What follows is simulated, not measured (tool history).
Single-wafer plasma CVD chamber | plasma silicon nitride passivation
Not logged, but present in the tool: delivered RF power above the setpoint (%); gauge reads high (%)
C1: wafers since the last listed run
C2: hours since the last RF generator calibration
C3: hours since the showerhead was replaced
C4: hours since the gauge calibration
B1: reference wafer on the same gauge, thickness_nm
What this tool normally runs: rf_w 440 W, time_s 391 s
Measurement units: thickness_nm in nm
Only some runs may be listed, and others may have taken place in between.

Run 1, hour 0: usual settings; C1 0; C2 1078.1; C3 3039.6; C4 945.9; B1 657.351. Result: thickness_nm 577.114 nm.
Run 2, hour 73: usual settings; C1 297; C2 1151.1; C3 3112.6; C4 1018.9; B1 656.443. Result: thickness_nm 578.928 nm.
Run 3, hour 137.9: usual settings; C1 264; C2 1216; C3 3177.5; C4 1083.8; B1 654.908. Result: thickness_nm 575.011 nm.
Run 4, hour 192.4: usual settings; C1 222; C2 1270.5; C3 3232; C4 1138.3; B1 654.024. Result: thickness_nm 578.62 nm.
Run 5, hour 234.8: usual settings; C1 172; C2 1312.9; C3 3274.4; C4 1180.7; B1 652.559. Result: thickness_nm 573.837 nm.
Run 6, hour 302: usual settings; C1 273; C2 1380.1; C3 3341.6; C4 1247.9; B1 652.319. Result: thickness_nm 575.809 nm.
Run 7, hour 351.3: usual settings; C1 200; C2 1429.4; C3 3390.9; C4 1297.2; B1 649.938. Result: thickness_nm 572.103 nm.
Run 8, hour 399.3: usual settings but time_s 335 s; C1 195; C2 1477.4; C3 3438.9; C4 1345.2; B1 648.46. Result: thickness_nm 492.161 nm.
Run 9, hour 458.6: usual settings but time_s 335 s; C1 241; C2 1536.7; C3 3498.2; C4 1404.5; B1 649.493. Result: thickness_nm 489.885 nm.
At hour 501.3: gauge calibrated.
Run 10, hour 521: usual settings; C1 254; C2 1599.1; C3 3560.6; C4 19.7; B1 677.018. Result: thickness_nm 593.356 nm.
Run 11, hour 601.4: usual settings; C1 327; C2 1679.5; C3 3641; C4 100.1; B1 675.067. Result: thickness_nm 597.355 nm.
Run 12, hour 686: usual settings but rf_w 410 W, time_s 437 s; C1 344; C2 1764.1; C3 3725.6; C4 184.7; B1 673.303. Result: thickness_nm 651.049 nm.
At hour 733.3: showerhead replaced.
At hour 784.6: RF generator calibrated.
Run 13, hour 945: usual settings; C1 990; C2 160.4; C3 211.7; C4 443.7; B1 668.668. Result: thickness_nm 590.319 nm.
Run 14, hour 1036: usual settings but rf_w 385 W, time_s 467 s; C1 370; C2 251.4; C3 302.7; C4 534.7; B1 665.806. Result: thickness_nm 675.794 nm.
Run 15, hour 1078.1: usual settings; C1 171; C2 293.5; C3 344.8; C4 576.8; B1 666.366. Result: thickness_nm 587.272 nm.
Run 16, hour 1141: usual settings but rf_w 470 W, time_s 444 s; C1 256; C2 356.4; C3 407.7; C4 639.7; B1 664.694. Result: thickness_nm 683.973 nm.
Run 17, hour 1222.3: usual settings but rf_w 390 W, time_s 347 s; C1 331; C2 437.7; C3 489; C4 721; B1 663.189. Result: thickness_nm 502.598 nm.
Run 18, hour 1286.8: usual settings but rf_w 415 W, time_s 366 s; C1 262; C2 502.2; C3 553.5; C4 785.5; B1 661.822. Result: thickness_nm 538.685 nm.
Run 19, hour 1344.1: usual settings; C1 233; C2 559.5; C3 610.8; C4 842.8; B1 660.34. Result: thickness_nm 583.498 nm.

Run 20 is up next; what results do you expect?
Run 20, hour 1401.8: usual settings but rf_w 390 W, time_s 331 s; C1 235; C2 617.2; C3 668.5; C4 900.5; B1 ?. Result: thickness_nm ?.

B1: 658.869
thickness_nm: 476.113 nm
Without the tool's hidden state the same run would have given thickness_nm 488.468 nm.
